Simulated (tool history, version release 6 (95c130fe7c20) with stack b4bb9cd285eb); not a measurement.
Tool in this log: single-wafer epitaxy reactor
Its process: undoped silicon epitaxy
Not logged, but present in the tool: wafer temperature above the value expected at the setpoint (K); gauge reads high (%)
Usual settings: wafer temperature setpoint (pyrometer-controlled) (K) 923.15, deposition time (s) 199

| run | day | wafer temperature setpoint (pyrometer-controlled) (K) | deposition time (s) | wafers since the last listed run | hours since the last pyrometer calibration | hours since the gauge calibration | read-back reference wafer on the same gauge, thickness_nm | mean film thickness on the monitor wafer (angstrom) |
|---|---|---|---|---|---|---|---|---|
| 1 | 0 | 927.15 | 212 | 0 | 546.1 | 239.7 | 30.096 | 409.98 |
| 2 | 1.908 | 927.15 | 212 | 242 | 591.9 | 285.5 | 30.104 | 408.5 |
| 3 | 3.825 | 923.15 | 199 | 243 | 637.9 | 331.5 | 30.145 | 349.42 |
| 4 | 6.242 | 923.15 | 199 | 306 | 695.9 | 389.5 | 30.128 | 348.19 |
| 5 | 8.079 | 923.15 | 199 | 233 | 740 | 433.6 | 30.105 | 349.46 |
| 6 | 9.788 | 923.15 | 199 | 216 | 781 | 474.6 | 30.121 | 350.18 |
| 7 | 11.479 | 923.15 | 199 | 214 | 821.6 | 515.2 | 30.116 | 348.65 |
| 8 | 13.279 | 923.15 | 199 | 228 | 864.8 | 558.4 | 30.126 | 348.47 |
| 9 | 15.088 | 923.15 | 199 | 229 | 908.2 | 601.8 | 30.092 | 351.25 |
| 10 | 16.946 | 919.15 | 199 | 235 | 952.8 | 646.4 | 30.121 | 318.47 |
| 11 | 18.796 | 923.15 | 199 | 234 | 997.2 | 690.8 | 30.075 | 349.72 |
| 12 | 21.117 | 911.15 | 199 | 294 | 1052.9 | 746.5 | 30.117 | 260.62 |
| 13 | 23.825 | 911.15 | 199 | 343 | 1117.9 | 811.5 | 30.095 | 259.41 |
| 14 | 25.592 | 923.15 | 199 | 224 | 1160.3 | 853.9 | 30.085 | 349.72 |
| 15 | 27.475 | 923.15 | 199 | 238 | 1205.5 | 899.1 | 30.075 | 349.58 |
| 16 | 29.108 | 923.15 | 199 | 207 | 1244.7 | 938.3 | 30.098 | 350.66 |
|  | 29.783 | pyrometer calibrated |
| 17 | 30.529 | 923.15 | 199 | 138 | 17.9 | 972.4 | 30.077 | 358.26 |
| 18 | 32.746 | 923.15 | 199 | 281 | 71.1 | 1025.6 | 30.124 | 359.93 |
| 19 | 35.367 | 923.15 | 224 | 332 | 134 | 1088.5 | 30.073 | 405.04 |
| 20 | 37.229 | 923.15 | 224 | 236 | 178.7 | 1133.2 | 30.111 | 404.32 |
| 21 | 39.371 | 923.15 | 182 | 271 | 230.1 | 1184.6 | 30.129 | 331.2 |
| 22 | 41.35 | 923.15 | 182 | 251 | 277.6 | 1232.1 | 30.114 | 329.26 |
| 23 | 42.696 | 913.15 | 219 | 170 | 309.9 | 1264.4 | 30.121 | 310.56 |
| 24 | 43.742 | 923.15 | 174 | 132 | 335 | 1289.5 | 30.118 | 316.95 |
| 25 | 46.062 | 935.15 | 164 | 294 | 390.7 | 1345.2 | 30.089 | 402.14 |
|  | 47.262 | pyrometer calibrated, repeated, since the last time left the tool worse |
| 26 | 47.729 | 915.15 | 199 | 169 | 11.2 | 1385.2 | 30.133 | 279.87 |
| 27 | 50.179 | 923.15 | 218 | 310 | 70 | 1444 | 30.054 | 375.61 |
| 28 | 53.1 | 923.15 | 199 | 370 | 140.1 | 1514.1 | 30.082 | 342.66 |
| 29 | 54.642 | 923.15 | 214 | 195 | 177.1 | 1551.1 | 30.141 | 370.08 |
| 30 | 59.025 | 917.15 | 199 | 556 | 282.3 | 1656.3 | 30.086 | 298.14 |
| 31 | 67.304 | 936.15 | 186 | 1050 | 481 | 1855 | 30.104 | 448.57 |
| 32 | 68.362 | 918.15 | 232 | 134 | 506.4 | 1880.4 | 30.082 | 359.51 |
| 33 | 70.975 | 923.15 | 199 | 331 | 569.1 | 1943.1 | 30.107 | 347.16 |
| 34 | 72.162 | 917.15 | 237 | 150 | 597.6 | 1971.6 | 30.105 | 357.02 |
| 35 | 74.983 | 923.15 | 199 | 357 | 665.3 | 2039.3 | 30.107 | 350.57 |
|  | 76.921 | gauge calibrated |
| 36 | 83.021 | 923.15 | 188 | 1019 | 858.2 | 146.4 | 30.087 | 330.51 |
| 37 | 85.158 | 937.15 | 213 | 271 | 909.5 | 197.7 | 30.122 | 527.75 |
| 38 | 86.525 | 923.15 | 199 | 173 | 942.3 | 230.5 | 30.122 | 349.46 |
| 39 | 88.804 | 911.15 | 186 | 289 | 997 | 285.2 | 30.139 | 242.94 |
| 40 | 91.075 | 936.15 | 185 | 288 | 1051.5 | 339.7 | 30.103 | 447.42 |
| 41 | 93.5 | 923.15 | 199 | 307 | 1109.7 | 397.9 | 30.07 | 352.41 |
| 42 | 94.646 | 923.15 | 199 | 145 | 1137.2 | 425.4 | 30.098 | 350.79 |
| 43 | 95.646 | 936.15 | 185 | 126 | 1161.2 | 449.4 | 30.104 | 446.43 |
| 44 | 102.562 | 912.15 | 219 | 877 | 1327.2 | 615.4 | 30.062 | 291.77 |
| 45 | 104.758 | 932.15 | 176 | 278 | 1379.9 | 668.1 | 30.106 | 386.69 |
| 46 | 106.438 | 932.15 | 165 | 213 | 1420.2 | 708.4 | 30.102 | 361.37 |
| 47 | 107.983 | 923.15 | 236 | 196 | 1457.3 | 745.5 | 30.078 | 414.39 |

Predict each of these 3 candidate next runs independently; none follows another, all start after run 47:
| A | 108.004 | 934.15 | 199 | 2 | 1457.8 | 746 | ? | ? |
| B | 108.004 | 930.15 | 162 | 2 | 1457.8 | 746 | ? | ? |
| C | 108.004 | 908.15 | 176 | 2 | 1457.8 | 746 | ? | ? |

| run | read-back reference wafer on the same gauge, thickness_nm | mean film thickness on the monitor wafer (angstrom) |
|---|---|---|
| A | 30.116 | 458.22 |
| B | 30.116 | 338.55 |
| C | 30.116 | 212.07 |
What these runs would have given with no unlogged condition in the tool:
| run | mean film thickness on the monitor wafer (angstrom) |
|---|---|
| A | 447.71 |
| B | 330.71 |
| C | 206.88 |
